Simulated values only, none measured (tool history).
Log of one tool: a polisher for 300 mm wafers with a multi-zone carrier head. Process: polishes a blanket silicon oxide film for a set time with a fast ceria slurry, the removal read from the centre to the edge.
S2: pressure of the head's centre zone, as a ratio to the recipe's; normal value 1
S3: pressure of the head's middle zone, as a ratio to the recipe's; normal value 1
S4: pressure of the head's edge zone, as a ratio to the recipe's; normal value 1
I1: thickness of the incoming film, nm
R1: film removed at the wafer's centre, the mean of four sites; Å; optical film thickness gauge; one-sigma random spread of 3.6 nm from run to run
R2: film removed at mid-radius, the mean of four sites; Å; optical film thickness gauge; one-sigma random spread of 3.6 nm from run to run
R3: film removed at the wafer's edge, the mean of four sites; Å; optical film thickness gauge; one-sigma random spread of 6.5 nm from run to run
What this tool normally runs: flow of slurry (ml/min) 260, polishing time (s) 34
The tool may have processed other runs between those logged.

run 1 hour=0 | flow_of_slurry_(ml/min)=260 S2=1 S3=1 S4=1 polishing_time_(s)=34 | I1=3240.5 | R1=5687 R2=5745 R3=5683
run 2 hour=6.2 | flow_of_slurry_(ml/min)=260 S2=1 S3=0.92 S4=1 polishing_time_(s)=34 | I1=3198.8 | R1=5731 R2=5405 R3=5716
run 3 hour=12.9 | flow_of_slurry_(ml/min)=260 S2=1 S3=1 S4=1 polishing_time_(s)=45 | I1=3220.8 | R1=7512 R2=7642 R3=7394
run 4 hour=29.9 | flow_of_slurry_(ml/min)=285 S2=0.96 S3=1 S4=0.97 polishing_time_(s)=34 | I1=3188.7 | R1=5486 R2=5695 R3=5506
run 5 hour=41.9 | flow_of_slurry_(ml/min)=260 S2=1 S3=1 S4=1 polishing_time_(s)=34 | I1=3238 | R1=5593 R2=5542 R3=5517
-- hour=51.6 edge zone pressure recalibrated
-- hour=55.5 carrier head's membrane replaced by a new one
run 6 hour=56.3 | flow_of_slurry_(ml/min)=230 S2=1 S3=0.91 S4=1.05 polishing_time_(s)=34 | I1=3238.5 | R1=5319 R2=5171 R3=5477
-- hour=68.6 worn pad replaced by a new one
run 7 hour=69.4 | flow_of_slurry_(ml/min)=330 S2=1.09 S3=0.96 S4=1 polishing_time_(s)=46 | I1=3222.8 | R1=8487 R2=7661 R3=7540
run 8 hour=85.4 | flow_of_slurry_(ml/min)=260 S2=0.92 S3=1 S4=1 polishing_time_(s)=34 | I1=3233.7 | R1=5093 R2=5598 R3=5524
run 9 hour=101.9 | flow_of_slurry_(ml/min)=260 S2=1.06 S3=1.04 S4=1 polishing_time_(s)=42 | I1=3247.1 | R1=7167 R2=7023 R3=6912
run 10 hour=110.9 | flow_of_slurry_(ml/min)=260 S2=1 S3=1 S4=1.07 polishing_time_(s)=44 | I1=3211.6 | R1=7099 R2=7144 R3=7499
run 11 hour=119.8 | flow_of_slurry_(ml/min)=260 S2=0.95 S3=1.06 S4=1.09 polishing_time_(s)=28 | I1=3206.5 | R1=4216 R2=4683 R3=4689
run 12 hour=130.6 | flow_of_slurry_(ml/min)=200 S2=0.89 S3=0.88 S4=1 polishing_time_(s)=45 | I1=3223.7 | R1=5892 R2=6368 R3=6992
run 13 hour=139.8 | flow_of_slurry_(ml/min)=260 S2=1 S3=1 S4=1 polishing_time_(s)=34 | I1=3211.6 | R1=5308 R2=5398 R3=5473
run 14 hour=155.9 | flow_of_slurry_(ml/min)=260 S2=1 S3=1 S4=1 polishing_time_(s)=46 | I1=3192.2 | R1=7058 R2=7131 R3=7202
run 15 hour=166.2 | flow_of_slurry_(ml/min)=260 S2=0.95 S3=1.04 S4=1 polishing_time_(s)=34 | I1=3206 | R1=4925 R2=5366 R3=5370
run 16 hour=174.1 | flow_of_slurry_(ml/min)=260 S2=1 S3=1 S4=1 polishing_time_(s)=39 | I1=3249.8 | R1=5906 R2=6055 R3=6043
-- hour=178.5 worn pad replaced by a new one
run 17 hour=181.5 | flow_of_slurry_(ml/min)=260 S2=1 S3=1 S4=1 polishing_time_(s)=34 | I1=3207.6 | R1=5306 R2=5418 R3=5401
run 18 hour=191.5 | flow_of_slurry_(ml/min)=260 S2=1.04 S3=1.08 S4=1.09 polishing_time_(s)=38 | I1=3207.9 | R1=6078 R2=6227 R3=6330
-- hour=206.3 slurry nozzle cleaned
run 19 hour=207.1 | flow_of_slurry_(ml/min)=260 S2=1 S3=1.06 S4=1 polishing_time_(s)=34 | I1=3186.3 | R1=5783 R2=5988 R3=5713
run 20 hour=216.8 | flow_of_slurry_(ml/min)=290 S2=1 S3=1 S4=1 polishing_time_(s)=34 | I1=3179.3 | R1=5749 R2=5818 R3=5844
run 21 hour=229.4 | flow_of_slurry_(ml/min)=285 S2=0.93 S3=1 S4=1 polishing_time_(s)=42 | I1=3174.9 | R1=6542 R2=7145 R3=7008
run 22 hour=240 | flow_of_slurry_(ml/min)=260 S2=1.08 S3=1 S4=1 polishing_time_(s)=34 | I1=3229.6 | R1=6091 R2=5644 R3=5617
run 23 hour=257.7 | flow_of_slurry_(ml/min)=260 S2=0.94 S3=1 S4=1 polishing_time_(s)=34 | I1=3177.7 | R1=5206 R2=5586 R3=5583

Branching from run 23: 3 alternative next runs. What would each branch give?
run A hour=258.1 | flow_of_slurry_(ml/min)=260 S2=1 S3=1 S4=1 polishing_time_(s)=34 | I1=3179.8 | R1=? R2=? R3=?
run B hour=258.1 | flow_of_slurry_(ml/min)=350 S2=1 S3=0.94 S4=1 polishing_time_(s)=34 | I1=3179.8 | R1=? R2=? R3=?
run C hour=258.1 | flow_of_slurry_(ml/min)=260 S2=1.04 S3=1.07 S4=1.06 polishing_time_(s)=34 | I1=3179.8 | R1=? R2=? R3=?

run=A R1=5571 R2=5574 R3=5653
run=B R1=5793 R2=5575 R3=5812
run=C R1=5797 R2=5799 R3=5813
With no hidden state in the tool, these same runs would have given:
run=A R1=5813 R2=5806 R3=5863
run=B R1=6014 R2=5780 R3=6007
run=C R1=6049 R2=6040 R3=6029
